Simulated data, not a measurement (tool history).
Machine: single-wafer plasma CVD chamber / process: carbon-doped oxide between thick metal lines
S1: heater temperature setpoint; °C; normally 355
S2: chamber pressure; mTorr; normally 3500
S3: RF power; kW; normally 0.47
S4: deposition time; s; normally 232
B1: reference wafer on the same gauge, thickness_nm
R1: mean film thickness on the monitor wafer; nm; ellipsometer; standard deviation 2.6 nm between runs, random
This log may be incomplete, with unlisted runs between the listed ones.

run	hour	S1	S2	S3	S4	B1	R1
1	0	345	3500	0.47	232	1080.046	1206.856
2	103	355	3500	0.47	262	1080.052	1323.198
3	139.1	355	3500	0.47	262	1080.249	1326.597
4	219.6	355	3500	0.47	262	1080.085	1324.291
# hour 330: thermocouple changed; heater temperature recalibrated
5	503.8	355	3500	0.47	232	1079.786	1177.228
6	565.1	355	3500	0.47	232	1079.532	1168.25
7	670	355	3500	0.47	268	1079.897	1355.045
# hour 705.7: capacitance manometer re-zeroed and calibrated
# hour 741.3: RF generator calibrated
8	762.2	355	3500	0.47	268	1080.016	1353.422
9	840.3	355	3500	0.47	268	1079.57	1349.121
10	943.7	355	3500	0.47	232	1080.522	1173.546
11	1017.3	355	3500	0.47	232	1080.16	1173.293
12	1083.7	366	4100	0.38	232	1079.312	919.46
13	1120.3	360	3820	0.47	232	1080.106	1162.528
14	1181.6	363	3500	0.385	232	1079.644	922.097
15	1262.2	360	3500	0.47	232	1080.756	1155.181
# hour 1314.9: gauge calibrated
# hour 1323: showerhead replaced
16	1351.5	355	3500	0.47	257	1080.898	1305.596
# hour 1436.2: thermocouple changed; heater temperature recalibrated
17	1438.4	342	3100	0.47	232	1080.26	1208.696
18	1531.7	355	3500	0.47	232	1079.88	1170.969
19	1614	365	4170	0.405	206	1080.486	881.894
20	1720.8	355	3500	0.505	232	1080.354	1253.337
21	1765.9	369	3090	0.47	256	1080.438	1235.286
22	1819	355	3500	0.47	232	1080.181	1172.811

Branching from run 22: 5 alternative next runs. What would each branch give?
A	1819.5	355	3500	0.545	232	?	?
B	1819.5	355	3730	0.42	199	?	?
C	1819.5	355	3500	0.53	267	?	?
D	1819.5	355	3910	0.515	232	?	?
E	1819.5	364	4020	0.415	274	?	?

run	B1	R1
A	1080.228	1332.891
B	1080.228	901.47
C	1080.228	1499.177
D	1080.228	1285.762
E	1080.228	1204.438
The same runs, with their run-to-run variation unchanged, on a tool lacking any hidden condition would have given:
run	R1
A	1332.891
B	901.47
C	1499.177
D	1285.762
E	1204.438
